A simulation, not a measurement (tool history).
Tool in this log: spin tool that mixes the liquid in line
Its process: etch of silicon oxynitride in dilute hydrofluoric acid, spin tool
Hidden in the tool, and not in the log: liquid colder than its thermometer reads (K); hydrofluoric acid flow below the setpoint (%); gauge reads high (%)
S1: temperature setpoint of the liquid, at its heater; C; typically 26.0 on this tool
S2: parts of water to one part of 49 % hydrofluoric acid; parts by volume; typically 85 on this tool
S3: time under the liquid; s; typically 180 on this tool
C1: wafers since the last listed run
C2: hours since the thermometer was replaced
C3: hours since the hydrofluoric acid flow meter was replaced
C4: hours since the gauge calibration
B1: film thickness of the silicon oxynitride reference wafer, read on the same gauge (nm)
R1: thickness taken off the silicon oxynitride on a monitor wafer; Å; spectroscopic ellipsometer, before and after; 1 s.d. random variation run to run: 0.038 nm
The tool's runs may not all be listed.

run	hour	S1	S2	S3	C1	C2	C3	C4	B1	R1
1	0.0	24.5	85	240	0	1479.9	1570.6	735.0	149.995	39.12
2	24.9	26.0	85	180	129	1504.8	1595.5	759.9	150.001	31.21
3	42.3	26.0	85	180	90	1522.2	1612.9	777.3	149.983	31.32
4	70.2	26.0	85	180	145	1550.1	1640.8	805.2	149.994	31.41
5	90.7	26.0	85	180	106	1570.6	1661.3	825.7	149.984	30.80
6	127.8	26.0	85	180	193	1607.7	1698.4	862.8	150.007	31.49
7	144.9	26.0	85	180	89	1624.8	1715.5	879.9	150.009	31.66
8	157.5	26.0	85	180	65	1637.4	1728.1	892.5	150.002	30.85
9	180.2	26.0	85	180	118	1660.1	1750.8	915.2	149.996	30.35
# hour 194.2: gauge calibrated
10	207.8	26.0	85	180	143	1687.7	1778.4	13.6	150.006	30.53
11	222.4	26.0	85	180	76	1702.3	1793.0	28.2	149.998	30.62
12	238.7	26.0	70	180	84	1718.6	1809.3	44.5	150.003	38.18
13	269.6	26.0	85	225	160	1749.5	1840.2	75.4	149.996	38.47
14	281.6	27.5	75	285	62	1761.5	1852.2	87.4	149.985	60.27
15	315.1	26.0	100	135	174	1795.0	1885.7	120.9	149.995	19.47
16	343.7	27.5	120	180	149	1823.6	1914.3	149.5	150.000	22.54
17	379.1	22.0	85	180	184	1859.0	1949.7	184.9	149.981	25.05
18	406.7	26.0	85	215	143	1886.6	1977.3	212.5	149.988	36.58
19	437.7	26.0	85	180	161	1917.6	2008.3	243.5	149.995	30.18
20	470.2	29.0	65	265	169	1950.1	2040.8	276.0	149.979	67.56
21	483.6	24.0	50	180	69	1963.5	2054.2	289.4	149.992	48.60
22	512.0	28.0	85	85	147	1991.9	2082.6	317.8	150.004	15.24
23	570.2	26.0	85	180	303	2050.1	2140.8	376.0	150.023	29.99
24	599.5	26.0	85	180	152	2079.4	2170.1	405.3	149.998	30.09
# hour 607.7: thermometer replaced
25	626.4	24.5	85	180	134	18.7	2197.0	432.2	149.987	27.98
# hour 646.2: hydrofluoric acid flow meter replaced
26	651.6	22.0	95	255	126	43.9	5.4	457.4	149.974	35.88
27	667.9	23.5	120	150	84	60.2	21.7	473.7	149.997	17.96
28	698.7	29.5	85	85	160	91.0	52.5	504.5	149.993	18.93

Run 29, settings as shown, results not yet in. Your forecast:
29	722.7	26.0	75	180	125	115.0	76.5	528.5	?	?

B1: 150.008
R1: 39.67 Å
Without the tool's hidden state the same run would have given R1 40.23 Å.
